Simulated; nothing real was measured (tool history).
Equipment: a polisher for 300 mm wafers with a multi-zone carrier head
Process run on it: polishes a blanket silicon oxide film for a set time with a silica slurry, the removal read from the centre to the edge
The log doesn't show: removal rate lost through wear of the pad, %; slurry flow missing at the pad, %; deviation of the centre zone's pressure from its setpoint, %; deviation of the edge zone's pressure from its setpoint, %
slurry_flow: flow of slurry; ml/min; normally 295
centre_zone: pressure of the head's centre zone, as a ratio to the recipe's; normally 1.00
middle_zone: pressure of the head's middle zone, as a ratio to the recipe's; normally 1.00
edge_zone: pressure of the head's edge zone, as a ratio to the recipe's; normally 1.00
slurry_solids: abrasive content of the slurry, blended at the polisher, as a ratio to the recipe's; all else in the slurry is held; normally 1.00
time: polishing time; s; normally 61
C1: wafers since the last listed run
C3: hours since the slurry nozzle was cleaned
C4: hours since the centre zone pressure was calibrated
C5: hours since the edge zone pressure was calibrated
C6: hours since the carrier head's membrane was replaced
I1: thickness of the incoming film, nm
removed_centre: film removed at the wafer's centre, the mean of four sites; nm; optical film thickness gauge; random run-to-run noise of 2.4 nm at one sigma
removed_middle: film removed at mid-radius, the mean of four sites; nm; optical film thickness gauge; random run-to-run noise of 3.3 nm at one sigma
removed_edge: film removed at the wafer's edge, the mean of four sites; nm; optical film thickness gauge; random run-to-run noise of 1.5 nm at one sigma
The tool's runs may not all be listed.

Run 1, hour 0.0: usual settings; C1 0; wafers polished on this pad 708; C3 495.8; C4 569.9; C5 161.1; C6 168.4; I1 1051.5. Result: removed_centre 210.4 nm, removed_middle 225.4 nm, removed_edge 228.7 nm.
Run 2, hour 70.1: usual settings; C1 1021; wafers polished on this pad 1730; C3 565.9; C4 640.0; C5 231.2; C6 238.5; I1 1049.2. Result: removed_centre 207.6 nm, removed_middle 230.2 nm, removed_edge 231.2 nm.
At hour 122.3: centre zone pressure recalibrated.
Run 3, hour 149.7: usual settings; C1 1130; wafers polished on this pad 2860; C3 645.5; C4 27.4; C5 310.8; C6 318.1; I1 1059.9. Result: removed_centre 216.1 nm, removed_middle 221.9 nm, removed_edge 226.9 nm.
Run 4, hour 245.5: usual settings; C1 1395; wafers polished on this pad 4256; C3 741.3; C4 123.2; C5 406.6; C6 413.9; I1 1026.9. Result: removed_centre 207.2 nm, removed_middle 218.5 nm, removed_edge 224.3 nm.
At hour 313.3: slurry nozzle cleaned.
Run 5, hour 340.5: usual settings but middle_zone 1.04, slurry_solids 1.25; C1 1369; wafers polished on this pad 5625; C3 27.2; C4 218.2; C5 501.6; C6 508.9; I1 1021.8. Result: removed_centre 244.1 nm, removed_middle 265.9 nm, removed_edge 257.8 nm.
At hour 482.3: edge zone pressure recalibrated.
At hour 568.6: worn pad replaced by a new one.
Run 6, hour 569.1: usual settings but edge_zone 1.07, time 55 s; C1 3242; wafers polished on this pad 7; C3 255.8; C4 446.8; C5 86.8; C6 737.5; I1 1020.5. Result: removed_centre 191.9 nm, removed_middle 214.0 nm, removed_edge 217.3 nm.
At hour 784.3: centre zone pressure recalibrated.
Run 7, hour 801.7: usual settings but edge_zone 1.04, time 53 s; C1 3359; wafers polished on this pad 3366; C3 488.4; C4 17.4; C5 319.4; C6 970.1; I1 1042.9. Result: removed_centre 198.0 nm, removed_middle 201.8 nm, removed_edge 202.6 nm.
Run 8, hour 895.0: usual settings but centre_zone 0.96, middle_zone 0.97, slurry_solids 0.90; C1 1359; wafers polished on this pad 4726; C3 581.7; C4 110.7; C5 412.7; C6 1063.4; I1 1043.2. Result: removed_centre 201.4 nm, removed_middle 204.4 nm, removed_edge 216.9 nm.
Run 9, hour 1087.4: usual settings but middle_zone 0.96, edge_zone 0.94, time 51 s; C1 2802; wafers polished on this pad 7528; C3 774.1; C4 303.1; C5 605.1; C6 1255.8; I1 1051.2. Result: removed_centre 168.7 nm, removed_middle 175.3 nm, removed_edge 181.8 nm.
At hour 1117.6: edge zone pressure recalibrated.
At hour 1144.6: slurry nozzle cleaned.
At hour 1155.5: worn pad replaced by a new one.
Run 10, hour 1194.4: usual settings but middle_zone 1.11, time 78 s; C1 1456; wafers polished on this pad 566; C3 49.8; C4 410.1; C5 76.8; C6 1362.8; I1 1040.4. Result: removed_centre 281.0 nm, removed_middle 334.7 nm, removed_edge 301.9 nm.
At hour 1208.3: carrier head's membrane replaced by a new one.
Run 11, hour 1241.3: usual settings but slurry_flow 370 ml/min, time 76 s; C1 610; wafers polished on this pad 1176; C3 96.7; C4 457.0; C5 123.7; C6 33.0; I1 1041.1. Result: removed_centre 273.3 nm, removed_middle 301.8 nm, removed_edge 300.8 nm.
Run 12, hour 1292.3: usual settings but slurry_flow 380 ml/min, centre_zone 0.92; C1 742; wafers polished on this pad 1919; C3 147.7; C4 508.0; C5 174.7; C6 84.0; I1 1041.4. Result: removed_centre 208.7 nm, removed_middle 247.9 nm, removed_edge 240.5 nm.
At hour 1379.9: centre zone pressure recalibrated.
Run 13, hour 1397.8: usual settings but middle_zone 0.95, edge_zone 1.06, slurry_solids 1.20, time 72 s; C1 1507; wafers polished on this pad 3427; C3 253.2; C4 17.9; C5 280.2; C6 189.5; I1 1031.5. Result: removed_centre 292.2 nm, removed_middle 282.2 nm, removed_edge 301.0 nm.
Run 14, hour 1541.2: usual settings but slurry_flow 335 ml/min, edge_zone 0.89; C1 2088; wafers polished on this pad 5516; C3 396.6; C4 161.3; C5 423.6; C6 332.9; I1 1027.9. Result: removed_centre 218.6 nm, removed_middle 237.1 nm, removed_edge 227.9 nm.
Run 15, hour 1581.8: usual settings; C1 591; wafers polished on this pad 6107; C3 437.2; C4 201.9; C5 464.2; C6 373.5; I1 1050.9. Result: removed_centre 210.3 nm, removed_middle 231.2 nm, removed_edge 231.7 nm.
Run 16, hour 1661.5: usual settings; C1 1161; wafers polished on this pad 7268; C3 516.9; C4 281.6; C5 543.9; C6 453.2; I1 1033.2. Result: removed_centre 214.4 nm, removed_middle 232.4 nm, removed_edge 230.7 nm.
Run 17, hour 1767.6: usual settings but slurry_flow 385 ml/min; C1 1545; wafers polished on this pad 8814; C3 623.0; C4 387.7; C5 650.0; C6 559.3; I1 1027.2. Result: removed_centre 220.7 nm, removed_middle 235.6 nm, removed_edge 235.8 nm.
At hour 1787.6: worn pad replaced by a new one.
At hour 1797.9: edge zone pressure recalibrated.
Run 18, hour 1815.9: usual settings; C1 616; wafers polished on this pad 383; C3 671.3; C4 436.0; C5 18.0; C6 607.6; I1 1022.9. Result: removed_centre 202.9 nm, removed_middle 227.1 nm, removed_edge 227.9 nm.
Run 19, hour 1857.7: usual settings but middle_zone 0.89, edge_zone 1.07, slurry_solids 0.75, time 49 s; C1 608; wafers polished on this pad 992; C3 713.1; C4 477.8; C5 59.8; C6 649.4; I1 1035.1. Result: removed_centre 142.8 nm, removed_middle 144.3 nm, removed_edge 162.6 nm.
At hour 1881.7: slurry nozzle cleaned.
Run 20, hour 1924.4: usual settings but slurry_flow 350 ml/min, centre_zone 0.96, edge_zone 1.07, time 69 s; C1 957; wafers polished on this pad 1949; C3 42.7; C4 544.5; C5 126.5; C6 716.1; I1 1017.3. Result: removed_centre 241.2 nm, removed_middle 272.4 nm, removed_edge 278.5 nm.
Run 21, hour 1999.8: usual settings but middle_zone 0.95, edge_zone 1.09, slurry_solids 1.20; C1 1098; wafers polished on this pad 3048; C3 118.1; C4 619.9; C5 201.9; C6 791.5; I1 1035.7. Result: removed_centre 232.0 nm, removed_middle 241.1 nm, removed_edge 263.4 nm.
Run 22, hour 2056.5: usual settings but edge_zone 1.07; C1 825; wafers polished on this pad 3874; C3 174.8; C4 676.6; C5 258.6; C6 848.2; I1 1046.5. Result: removed_centre 213.8 nm, removed_middle 236.8 nm, removed_edge 240.3 nm.

Predict each of these 3 candidate next runs independently; none follows another, all start after run 22:
Run A, hour 2056.9: usual settings but slurry_flow 345 ml/min; C1 5; wafers polished on this pad 3879; C3 175.2; C4 677.0; C5 259.0; C6 848.6; I1 1044.8. Result: removed_centre ?, removed_middle ?, removed_edge ?.
Run B, hour 2056.9: usual settings but slurry_solids 1.15; C1 5; wafers polished on this pad 3879; C3 175.2; C4 677.0; C5 259.0; C6 848.6; I1 1044.8. Result: removed_centre ?, removed_middle ?, removed_edge ?.
Run C, hour 2056.9: usual settings but slurry_flow 260 ml/min, centre_zone 1.12, middle_zone 0.90, slurry_solids 1.20; C1 5; wafers polished on this pad 3879; C3 175.2; C4 677.0; C5 259.0; C6 848.6; I1 1044.8. Result: removed_centre ?, removed_middle ?, removed_edge ?.

run  removed_centre  removed_middle  removed_edge
  A           220.5           240.3         240.0
  B           229.3           250.3         251.0
  C           247.8           229.4         252.5
Without the tool's hidden state the same runs would have given:
run  removed_centre  removed_middle  removed_edge
  A           245.5           242.6         241.8
  B           255.8           253.1         253.3
  C           276.8           232.4         255.1
